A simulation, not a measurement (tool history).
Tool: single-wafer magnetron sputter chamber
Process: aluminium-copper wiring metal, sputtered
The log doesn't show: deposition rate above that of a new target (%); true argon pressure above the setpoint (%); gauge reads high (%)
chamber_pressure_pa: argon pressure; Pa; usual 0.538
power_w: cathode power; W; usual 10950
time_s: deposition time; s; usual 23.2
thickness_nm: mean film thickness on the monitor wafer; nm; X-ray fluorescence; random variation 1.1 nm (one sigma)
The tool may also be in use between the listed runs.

run,hour,chamber_pressure_pa,power_w,time_s,wafers since the last listed run,wafers on the sputter target,hours since the last manometer calibration,hours since the magnet pack was replaced,hours since the gauge calibration,"read-back reference wafer on the same gauge, thickness_nm",thickness_nm
1,0.0,0.437,10950,24.8,0,4882,1288.4,7262.2,222.5,481.693,483.641
2,29.1,0.437,10950,24.8,786,5669,1317.5,7291.3,251.6,482.563,483.304
3,44.5,0.538,10950,21.9,416,6086,1332.9,7306.7,267.0,481.980,403.700
4,60.1,0.538,10950,21.9,421,6507,1348.5,7322.3,282.6,481.279,404.563
# hour 68.5: sputter target and shields replaced
5,130.6,0.538,10950,21.9,1690,1679,1419.0,7392.8,353.1,482.342,405.913
6,157.4,0.538,10950,23.2,724,2403,1445.8,7419.6,379.9,481.969,429.033
7,175.1,0.538,10950,23.2,478,2882,1463.5,7437.3,397.6,481.949,428.437
8,193.6,0.538,10950,21.1,500,3382,1482.0,7455.8,416.1,481.997,387.928
9,221.0,0.538,10950,23.2,741,4123,1509.4,7483.2,443.5,482.588,428.581
10,238.6,0.538,10950,23.2,475,4599,1527.0,7500.8,461.1,482.486,428.751
11,260.3,0.724,10950,23.2,586,5186,1548.7,7522.5,482.8,482.477,391.277
12,281.0,0.425,10950,23.2,559,5746,1569.4,7543.2,503.5,481.958,453.117
# hour 296.6: sputter target and shields replaced
13,359.9,0.538,10950,24.9,1917,1711,1648.3,7622.1,582.4,481.485,459.101
14,386.8,0.538,10950,24.9,727,2438,1675.2,7649.0,609.3,482.135,458.196
# hour 403.6: gauge calibrated
15,406.3,0.378,9650,19.5,527,2966,1694.7,7668.5,2.7,481.730,343.416
16,429.1,0.538,10050,23.2,616,3582,1717.5,7691.3,25.5,481.321,392.477
# hour 455.9: magnet pack replaced
17,456.4,0.538,10950,23.2,521,4104,1744.8,0.5,52.8,481.749,426.167
18,471.7,0.410,10950,19.3,413,4518,1760.1,15.8,68.1,481.503,379.362
19,493.2,0.721,10950,23.2,581,5099,1781.6,37.3,89.6,481.274,387.301
20,520.7,0.538,10950,23.2,743,5843,1809.1,64.8,117.1,482.370,425.856
# hour 535.9: sputter target and shields replaced
21,590.9,0.538,10950,19.2,1682,1488,1879.3,135.0,187.3,482.037,354.887
22,612.5,0.669,10200,26.5,584,2072,1900.9,156.6,208.9,481.910,426.672
# hour 635.7: capacitance manometer re-zeroed and calibrated
23,636.2,0.637,12850,26.9,424,2497,0.5,180.3,232.6,482.286,566.288
24,647.7,0.538,10950,23.2,311,2808,12.0,191.8,244.1,482.052,435.345
25,679.6,0.687,13650,23.2,862,3670,43.9,223.7,276.0,481.692,505.087
26,692.1,0.538,9450,23.2,338,4008,56.4,236.2,288.5,481.981,374.596
27,705.9,0.391,9450,21.6,373,4382,70.2,250.0,302.3,482.333,375.318
28,739.8,0.750,12450,21.9,916,5298,104.1,283.9,336.2,482.012,421.900
# hour 791.3: sputter target and shields replaced
29,804.4,0.538,10950,23.2,1530,353,168.7,348.5,400.8,482.181,438.042
30,818.4,0.538,10950,25.6,378,731,182.7,362.5,414.8,481.624,481.930
31,847.3,0.538,9500,23.2,781,1513,211.6,391.4,443.7,481.428,377.495
32,879.2,0.390,9100,21.0,862,2376,243.5,423.3,475.6,481.665,351.013
33,903.5,0.387,8350,26.0,657,3033,267.8,447.6,499.9,482.597,399.851

5 ways to go on from here, each from the tool as it stands after run 33. What would each give?
A,903.9,0.710,10950,23.2,10,3044,268.2,448.0,500.3,?,?
B,903.9,0.538,10950,25.1,10,3044,268.2,448.0,500.3,?,?
C,903.9,0.350,9800,27.3,10,3044,268.2,448.0,500.3,?,?
D,903.9,0.365,10950,21.6,10,3044,268.2,448.0,500.3,?,?
E,903.9,0.538,10950,18.8,10,3044,268.2,448.0,500.3,?,?

run,"read-back reference wafer on the same gauge, thickness_nm",thickness_nm
A,482.213,401.125
B,482.213,470.621
C,482.213,502.136
D,482.213,440.624
E,482.213,352.497
Without the tool's hidden state the same runs would have given:
run,thickness_nm
A,407.788
B,478.169
C,509.850
D,447.418
E,358.150
